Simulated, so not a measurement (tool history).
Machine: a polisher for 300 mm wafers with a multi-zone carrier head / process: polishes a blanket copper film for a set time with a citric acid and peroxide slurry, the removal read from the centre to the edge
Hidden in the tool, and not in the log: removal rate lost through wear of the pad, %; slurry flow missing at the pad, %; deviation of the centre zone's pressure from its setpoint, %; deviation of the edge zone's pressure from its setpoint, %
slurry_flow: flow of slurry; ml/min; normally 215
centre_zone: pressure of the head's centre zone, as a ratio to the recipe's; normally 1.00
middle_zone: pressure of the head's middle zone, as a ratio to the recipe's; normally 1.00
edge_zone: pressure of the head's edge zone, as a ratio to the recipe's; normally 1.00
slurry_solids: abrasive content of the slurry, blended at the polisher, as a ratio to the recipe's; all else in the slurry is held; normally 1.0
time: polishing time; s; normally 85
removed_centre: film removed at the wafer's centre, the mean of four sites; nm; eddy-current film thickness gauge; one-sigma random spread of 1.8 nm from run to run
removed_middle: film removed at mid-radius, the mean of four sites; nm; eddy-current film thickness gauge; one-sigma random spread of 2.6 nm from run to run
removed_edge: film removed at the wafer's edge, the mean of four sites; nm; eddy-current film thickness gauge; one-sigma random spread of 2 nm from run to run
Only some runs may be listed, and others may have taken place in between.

run	day	slurry_flow	centre_zone	middle_zone	edge_zone	slurry_solids	time	wafers since the last listed run	wafers polished on this pad	hours since the slurry nozzle was cleaned	hours since the centre zone pressure was calibrated	hours since the edge zone pressure was calibrated	hours since the carrier head's membrane was replaced	incoming thickness of the incoming film, nm	removed_centre	removed_middle	removed_edge
1	0.000	240	0.89	1.00	0.92	1.0	56	0	1272	16.8	222.4	237.3	1257.4	1094.3	166.2	183.4	176.4
2	3.354	215	1.00	1.09	1.00	1.0	85	729	2002	97.3	302.9	317.8	1337.9	1106.3	280.5	293.8	278.0
3	6.175	215	1.10	1.00	1.00	1.0	85	613	2616	165.0	370.6	385.5	1405.6	1096.0	308.5	269.9	278.4
4	10.621	215	1.00	1.03	1.00	1.0	85	967	3583	271.7	477.3	492.2	1512.3	1095.2	278.0	279.9	275.2
5	12.375	215	1.00	0.90	1.00	1.0	103	381	3964	313.8	519.4	534.3	1554.4	1093.4	337.7	295.5	330.7
6	14.612	190	0.96	1.00	0.93	0.8	85	486	4451	367.5	573.1	588.0	1608.1	1102.1	254.7	258.9	253.3
7	16.838	215	1.00	1.00	0.94	1.0	85	484	4935	420.9	626.5	641.4	1661.5	1109.5	279.7	273.2	265.9
# day 17.200: carrier head's membrane replaced by a new one
# day 18.012: worn pad replaced by a new one
8	20.775	165	1.00	0.96	0.89	1.0	85	775	600	515.4	721.0	735.9	85.8	1120.1	273.0	254.7	258.9
9	25.171	215	1.08	1.00	0.89	0.9	85	956	1557	620.9	826.5	841.4	191.3	1119.6	301.0	271.8	257.1
# day 28.796: slurry nozzle cleaned
10	29.038	215	1.00	1.06	1.00	1.0	85	832	2389	5.8	919.3	934.2	284.1	1115.5	284.0	283.1	275.6
11	32.183	155	1.00	1.00	1.07	1.0	85	684	3073	81.3	994.8	1009.7	359.6	1097.0	267.8	260.7	276.5
# day 32.738: edge zone pressure recalibrated
12	35.204	215	1.00	1.00	1.00	1.0	85	639	3712	153.8	1067.3	59.2	432.1	1104.4	280.9	270.0	277.2
13	38.338	215	1.00	1.00	1.12	1.0	85	681	4394	229.0	1142.5	134.4	507.3	1084.9	278.7	267.3	285.5

Estimate the outcome of run 14 from the log above:
14	40.492	215	1.00	1.00	1.00	1.0	85	468	4863	280.7	1194.2	186.1	559.0	1103.0	?	?	?

{"run 14": {"removed_centre": 277.5, "removed_middle": 263.3, "removed_edge": 269.9}}
On a tool with no hidden condition, and with the same random variation, this run would have come out at removed_centre 276.7 nm, removed_middle 272.1 nm, removed_edge 278.9 nm.

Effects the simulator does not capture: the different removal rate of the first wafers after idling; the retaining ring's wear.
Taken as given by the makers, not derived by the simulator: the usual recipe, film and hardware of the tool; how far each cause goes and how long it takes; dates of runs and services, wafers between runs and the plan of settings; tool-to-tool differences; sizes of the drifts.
